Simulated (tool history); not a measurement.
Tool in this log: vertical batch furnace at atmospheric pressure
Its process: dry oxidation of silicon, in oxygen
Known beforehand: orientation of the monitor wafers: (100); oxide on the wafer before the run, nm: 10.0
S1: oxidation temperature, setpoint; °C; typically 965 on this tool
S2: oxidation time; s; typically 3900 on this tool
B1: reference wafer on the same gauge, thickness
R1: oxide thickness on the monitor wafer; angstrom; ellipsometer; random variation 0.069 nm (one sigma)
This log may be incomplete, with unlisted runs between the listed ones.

run,day,S1,S2,B1,R1
1,0.000,965,3900,47.32,408.8
2,1.862,965,3900,47.31,407.2
3,5.792,965,3900,47.28,407.8
4,8.046,965,2400,47.29,310.7
5,11.275,965,2400,47.30,311.0
6,15.604,965,3900,47.29,408.3
7,19.525,965,3900,47.29,409.1
8,23.367,965,3900,47.33,407.6
9,24.883,965,3900,47.25,407.7
# day 28.108: gauge calibrated
# day 29.954: thermocouples replaced and temperature profile calibrated
10,31.775,965,3900,47.29,398.2
11,34.600,965,3900,47.29,399.9
12,37.454,954,4440,47.28,395.6
13,41.242,965,3900,47.31,400.7
14,44.979,965,4800,47.31,454.8
15,47.883,965,3900,47.31,401.0
# day 49.283: boat lift adjusted
16,51.717,975,5700,47.29,562.3
17,55.350,965,3900,47.28,412.6
18,58.783,978,3900,47.30,450.7
19,60.508,965,3900,47.31,413.5
20,62.462,984,5670,47.32,598.7
21,65.138,956,5190,47.31,462.6
22,68.479,965,4770,47.31,467.8
23,72.325,955,4770,47.30,435.1
24,75.742,952,5340,47.28,455.9

Give the tool's hidden conditions for every run:
gauge reads high (%): 0 across all the runs
H1: true tube temperature minus thermocouple reading, K
H2: monitor wafer colder than the profiled boat position, K
run,H1,H2
1,4.19,4.38
2,4.21,4.39
3,4.25,4.41
4,4.27,4.42
5,4.3,4.44
6,4.34,4.46
7,4.37,4.48
8,4.39,4.5
9,4.4,4.5
10,0.765,4.53
11,1.07,4.54
12,1.35,4.55
13,1.69,4.56
14,2.01,4.58
15,2.23,4.59
16,2.5,0.776
17,2.73,0.952
18,2.93,1.11
19,3.03,1.19
20,3.13,1.27
21,3.26,1.39
22,3.42,1.53
23,3.58,1.68
24,3.71,1.81

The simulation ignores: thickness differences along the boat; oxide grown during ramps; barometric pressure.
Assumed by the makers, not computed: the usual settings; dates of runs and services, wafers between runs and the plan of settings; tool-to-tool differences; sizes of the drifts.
